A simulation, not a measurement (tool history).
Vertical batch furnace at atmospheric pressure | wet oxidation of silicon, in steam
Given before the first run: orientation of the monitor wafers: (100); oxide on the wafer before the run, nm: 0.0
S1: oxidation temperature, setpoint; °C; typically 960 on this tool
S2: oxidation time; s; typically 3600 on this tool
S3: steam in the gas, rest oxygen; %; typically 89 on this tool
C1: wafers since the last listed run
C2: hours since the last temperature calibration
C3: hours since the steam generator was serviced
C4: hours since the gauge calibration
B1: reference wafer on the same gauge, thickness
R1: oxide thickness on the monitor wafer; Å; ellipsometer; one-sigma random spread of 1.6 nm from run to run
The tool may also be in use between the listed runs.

run,hour,S1,S2,S3,C1,C2,C3,C4,B1,R1
1,0,945,3600,89,0,2719.8,1658.6,56,287.1,2443.5
2,53.6,960,3600,80,857,2773.4,1712.2,109.6,287.05,2629.2
3,109.3,960,3600,80,891,2829.1,1767.9,165.3,287.45,2604.3
4,153.9,960,3600,97,713,2873.7,1812.5,209.9,286.99,3041.8
5,191.5,960,3600,97,601,2911.3,1850.1,247.5,286.81,3037.2
6,235.9,960,4650,89,710,2955.7,1894.5,291.9,286.89,3461.7
# hour 321.3: steam generator serviced
7,321.8,960,4650,89,990,3041.6,0.5,377.8,286.95,3661.2
8,354.1,960,4650,89,516,3073.9,32.8,410.1,287.44,3664.6
9,418.8,960,3600,95,1035,3138.6,97.5,474.8,286.7,3121.8
10,485.8,960,3600,95,1071,3205.6,164.5,541.8,286.83,3104.7
11,548.6,950,4260,96,1004,3268.4,227.3,604.6,286.89,3249.3
# hour 587: gauge calibrated
12,615.6,960,4290,89,1071,3335.4,294.3,28.6,286.14,3378.2
13,658,937,2040,84,678,3377.8,336.7,71,286.24,1357.9
# hour 723: thermocouples replaced and temperature profile calibrated
14,723.8,975,3600,80,668,0.8,402.5,136.8,286.62,3092.1
15,764.6,946,5280,97,652,41.6,443.3,177.6,287.29,3656.8

Run 16 is up next; what results do you expect?
16,828.7,960,3600,96,1025,105.7,507.4,241.7,?,?

{"run 16": {"B1": 286.39, "R1": 3071.8}}
Without the tool's hidden state the same run would have given R1 3178.3 Å.
